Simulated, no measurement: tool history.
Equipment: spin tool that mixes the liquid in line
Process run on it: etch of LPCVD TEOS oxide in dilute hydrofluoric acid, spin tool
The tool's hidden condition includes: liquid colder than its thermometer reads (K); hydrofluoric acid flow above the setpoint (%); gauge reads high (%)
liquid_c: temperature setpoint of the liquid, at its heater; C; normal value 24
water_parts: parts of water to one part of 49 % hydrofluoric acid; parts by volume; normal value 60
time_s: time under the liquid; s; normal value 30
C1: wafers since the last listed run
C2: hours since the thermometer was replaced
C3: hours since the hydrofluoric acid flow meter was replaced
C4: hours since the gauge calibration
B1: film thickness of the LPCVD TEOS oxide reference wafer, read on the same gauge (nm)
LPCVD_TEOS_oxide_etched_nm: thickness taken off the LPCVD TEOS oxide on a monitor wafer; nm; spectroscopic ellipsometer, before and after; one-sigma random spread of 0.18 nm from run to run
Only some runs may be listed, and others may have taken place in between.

Run 1, hour 0: usual settings; C1 0; C2 1471.4; C3 808.2; C4 454.9; B1 79.99. Result: LPCVD_TEOS_oxide_etched_nm 28.86 nm.
Run 2, hour 50.3: usual settings; C1 699; C2 1521.7; C3 858.5; C4 505.2; B1 80.02. Result: LPCVD_TEOS_oxide_etched_nm 29.05 nm.
Run 3, hour 136.1: usual settings; C1 1193; C2 1607.5; C3 944.3; C4 591; B1 80.02. Result: LPCVD_TEOS_oxide_etched_nm 29.06 nm.
Run 4, hour 187.4: usual settings but time_s 40 s; C1 713; C2 1658.8; C3 995.6; C4 642.3; B1 80. Result: LPCVD_TEOS_oxide_etched_nm 39.24 nm.
Run 5, hour 231.5: usual settings but time_s 40 s; C1 613; C2 1702.9; C3 1039.7; C4 686.4; B1 80.01. Result: LPCVD_TEOS_oxide_etched_nm 39.61 nm.
Run 6, hour 300.9: usual settings but time_s 40 s; C1 965; C2 1772.3; C3 1109.1; C4 755.8; B1 80.01. Result: LPCVD_TEOS_oxide_etched_nm 39.17 nm.
Run 7, hour 370.3: usual settings but water_parts 70 parts by volume; C1 965; C2 1841.7; C3 1178.5; C4 825.2; B1 79.99. Result: LPCVD_TEOS_oxide_etched_nm 24.79 nm.
Run 8, hour 398.8: usual settings; C1 396; C2 1870.2; C3 1207; C4 853.7; B1 80.03. Result: LPCVD_TEOS_oxide_etched_nm 29.56 nm.
Run 9, hour 424.3: usual settings; C1 354; C2 1895.7; C3 1232.5; C4 879.2; B1 80.01. Result: LPCVD_TEOS_oxide_etched_nm 29.36 nm.
At hour 439.1: thermometer replaced.
Run 10, hour 476.5: usual settings but liquid_c 27 C, water_parts 50 parts by volume; C1 712; C2 37.4; C3 1284.7; C4 931.4; B1 80. Result: LPCVD_TEOS_oxide_etched_nm 40.89 nm.
Run 11, hour 546.8: usual settings but liquid_c 26 C, water_parts 85 parts by volume, time_s 35 s; C1 977; C2 107.7; C3 1355; C4 1001.7; B1 80. Result: LPCVD_TEOS_oxide_etched_nm 25.9 nm.
Run 12, hour 601.7: usual settings; C1 763; C2 162.6; C3 1409.9; C4 1056.6; B1 79.99. Result: LPCVD_TEOS_oxide_etched_nm 29.54 nm.
At hour 637.4: hydrofluoric acid flow meter replaced.
At hour 651.1: gauge calibrated.
Run 13, hour 671.5: usual settings; C1 956; C2 232.4; C3 34.1; C4 20.4; B1 80.02. Result: LPCVD_TEOS_oxide_etched_nm 28.34 nm.
Run 14, hour 733.3: usual settings but liquid_c 28 C, time_s 45 s; C1 859; C2 294.2; C3 95.9; C4 82.2; B1 80.01. Result: LPCVD_TEOS_oxide_etched_nm 50.28 nm.
Run 15, hour 917.9: usual settings but water_parts 35 parts by volume; C1 2567; C2 478.8; C3 280.5; C4 266.8; B1 79.98. Result: LPCVD_TEOS_oxide_etched_nm 50.42 nm.
Run 16, hour 966.7: usual settings but liquid_c 21.5 C, water_parts 50 parts by volume, time_s 20 s; C1 678; C2 527.6; C3 329.3; C4 315.6; B1 80.01. Result: LPCVD_TEOS_oxide_etched_nm 20.99 nm.
Run 17, hour 992.6: usual settings but liquid_c 29 C, water_parts 50 parts by volume, time_s 15 s; C1 360; C2 553.5; C3 355.2; C4 341.5; B1 80. Result: LPCVD_TEOS_oxide_etched_nm 21.51 nm.
Run 18, hour 1048.8: usual settings but liquid_c 27.5 C, water_parts 75 parts by volume, time_s 15 s; C1 781; C2 609.7; C3 411.4; C4 397.7; B1 80.01. Result: LPCVD_TEOS_oxide_etched_nm 12.79 nm.

Each row is a separate what-if for the run after 18, all from the same tool condition, not one after another. Results?
Run A, hour 1049.2: usual settings; C1 5; C2 610.1; C3 411.8; C4 398.1; B1 ?. Result: LPCVD_TEOS_oxide_etched_nm ?.
Run B, hour 1049.2: usual settings but liquid_c 20 C, water_parts 85 parts by volume, time_s 40 s; C1 5; C2 610.1; C3 411.8; C4 398.1; B1 ?. Result: LPCVD_TEOS_oxide_etched_nm ?.
Run C, hour 1049.2: usual settings but liquid_c 21 C, time_s 15 s; C1 5; C2 610.1; C3 411.8; C4 398.1; B1 ?. Result: LPCVD_TEOS_oxide_etched_nm ?.

run  B1  LPCVD_TEOS_oxide_etched_nm
  A  80                       28.84
  B  80                       22.34
  C  80                       12.74
The same runs, with their run-to-run variation unchanged, on a tool lacking any hidden condition would have given:
run  LPCVD_TEOS_oxide_etched_nm
  A                       28.22
  B                       21.85
  C                       12.46
